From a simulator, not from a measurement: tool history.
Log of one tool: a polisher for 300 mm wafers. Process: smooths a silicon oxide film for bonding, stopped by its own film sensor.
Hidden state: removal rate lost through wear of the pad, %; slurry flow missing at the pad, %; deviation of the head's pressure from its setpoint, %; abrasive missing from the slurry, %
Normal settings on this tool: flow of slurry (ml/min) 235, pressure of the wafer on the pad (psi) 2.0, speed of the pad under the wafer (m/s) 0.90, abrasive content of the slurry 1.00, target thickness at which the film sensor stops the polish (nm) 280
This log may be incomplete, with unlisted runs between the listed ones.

run    hour  flow of slurry (ml/min)  pressure of the wafer on the pad (psi)  speed of the pad under the wafer (m/s)  abrasive content of the slurry  target thickness at which the film sensor stops the polish (nm)  wafers since the last listed run  wafers polished on this pad  hours since the slurry nozzle was cleaned  hours since the head pressure was calibrated  hours since the slurry blender was calibrated  incoming thickness of the incoming film, nm  time until the film sensor stopped the polish (s)
  1     0.0                      235                                     2.0                                    0.90                            1.20                                                              280                                 0                         4037                                      166.8                                         479.7                                           86.6                                        341.4                                               74.4
        8.8  -- worn pad replaced by a new one
  2    76.6                      235                                     2.0                                    0.90                            1.20                                                              280                               673                          629                                      243.4                                         556.3                                          163.2                                        335.3                                               66.1
  3   123.8                      235                                     2.0                                    0.90                            1.20                                                              280                               437                         1067                                      290.6                                         603.5                                          210.4                                        337.2                                               70.2
  4   226.9                      235                                     2.0                                    0.90                            1.00                                                              280                               956                         2024                                      393.7                                         706.6                                          313.5                                        342.4                                               82.6
  5   273.3                      235                                     2.0                                    0.90                            1.00                                                              280                               430                         2454                                      440.1                                         753.0                                          359.9                                        344.2                                               85.9
      362.9  -- slurry nozzle cleaned
      366.7  -- slurry blender recalibrated
      411.3  -- worn pad replaced by a new one
  6   545.3                      235                                     2.0                                    0.90                            1.00                                                              280                              2459                         1243                                      182.4                                        1025.0                                          178.6                                        337.2                                               78.1
      606.5  -- head pressure recalibrated
  7   646.4                      235                                     2.0                                    0.90                            1.00                                                              280                               919                         2163                                      283.5                                          39.9                                          279.7                                        340.4                                               75.5
  8   725.3                      250                                     2.0                                    0.90                            1.00                                                              280                               732                         2895                                      362.4                                         118.8                                          358.6                                        339.0                                               74.2
      792.7  -- worn pad replaced by a new one
  9   794.3                      250                                     2.0                                    0.90                            1.00                                                              280                               603                           15                                      431.4                                         187.8                                          427.6                                        345.0                                               81.3
      855.1  -- slurry blender recalibrated
 10   863.7                      235                                     2.0                                    0.90                            1.00                                                              280                               625                          640                                      500.8                                         257.2                                            8.6                                        339.3                                               76.6
 11   917.5                      235                                     2.0                                    0.90                            1.00                                                              280                               499                         1139                                      554.6                                         311.0                                           62.4                                        346.6                                               86.7
      952.2  -- slurry nozzle cleaned
 12  1094.1                      235                                     2.0                                    0.90                            1.00                                                              280                              1629                         2769                                      141.9                                         487.6                                          239.0                                        335.3                                               72.1
 13  1159.4                      285                                     1.8                                    0.72                            1.00                                                              267                               605                         3375                                      207.2                                         552.9                                          304.3                                        333.9                                              115.5
     1221.4  -- worn pad replaced by a new one
 14  1241.5                      235                                     1.8                                    1.20                            1.00                                                              280                               724                          186                                      289.3                                         635.0                                          386.4                                        343.7                                               74.6
     1312.3  -- slurry blender recalibrated
 15  1325.8                      235                                     2.3                                    0.90                            1.00                                                              280                               763                          950                                      373.6                                         719.3                                           13.5                                        340.1                                               69.9
 16  1406.6                      235                                     2.0                                    0.90                            1.10                                                              280                               749                         1699                                      454.4                                         800.1                                           94.3                                        335.9                                               73.6
 17  1512.5                      155                                     2.0                                    0.66                            1.10                                                              261                               982                         2682                                      560.3                                         906.0                                          200.2                                        336.9                                              134.9
 18  1552.4                      235                                     2.3                                    0.90                            1.00                                                              280                               370                         3052                                      600.2                                         945.9                                          240.1                                        339.8                                               72.8
     1585.0  -- slurry nozzle cleaned
 19  1650.6                      155                                     2.0                                    0.90                            0.85                                                              280                               901                         3954                                       65.6                                        1044.1                                          338.3                                        341.3                                               94.4
     1691.2  -- head pressure recalibrated
     1692.5  -- worn pad replaced by a new one
 20  1708.0                      235                                     2.0                                    0.90                            1.00                                                              280                               501                          143                                      123.0                                          16.8                                          395.7                                        338.9                                               73.3
 21  1745.0                      235                                     2.6                                    1.00                            0.80                                                              300                               343                          486                                      160.0                                          53.8                                          432.7                                        342.8                                               42.1
     1809.3  -- slurry blender recalibrated
 22  2059.3                      235                                     2.0                                    0.90                            1.00                                                              286                              2898                         3385                                      474.3                                         368.1                                          250.0                                        342.6                                               72.2
     2104.2  -- slurry nozzle cleaned
 23  2116.9                      285                                     2.0                                    1.04                            0.80                                                              273                               525                         3910                                       12.7                                         425.7                                          307.6                                        341.0                                               84.0
     2174.6  -- worn pad replaced by a new one
 24  2178.5                      235                                     2.0                                    0.90                            1.00                                                              280                               534                           35                                       74.3                                         487.3                                          369.2                                        340.5                                               78.3

What if the next run were any one of these 3? Each begins from the tool's condition after run 24:
  A  2179.0                      235                                     2.0                                    0.90                            1.00                                                              280                                 4                           40                                       74.8                                         487.8                                          369.7                                        338.4                                                  ?
  B  2179.0                      190                                     2.4                                    0.70                            1.00                                                              285                                 4                           40                                       74.8                                         487.8                                          369.7                                        338.4                                                  ?
  C  2179.0                      235                                     2.0                                    1.06                            0.75                                                              280                                 4                           40                                       74.8                                         487.8                                          369.7                                        338.4                                                  ?

run  time until the film sensor stopped the polish (s)
  A                                               75.4
  B                                               72.2
  C                                               74.9
The same runs, with their run-to-run variation unchanged, on a tool lacking any hidden condition would have given:
run  time until the film sensor stopped the polish (s)
  A                                               71.7
  B                                               68.7
  C                                               71.2

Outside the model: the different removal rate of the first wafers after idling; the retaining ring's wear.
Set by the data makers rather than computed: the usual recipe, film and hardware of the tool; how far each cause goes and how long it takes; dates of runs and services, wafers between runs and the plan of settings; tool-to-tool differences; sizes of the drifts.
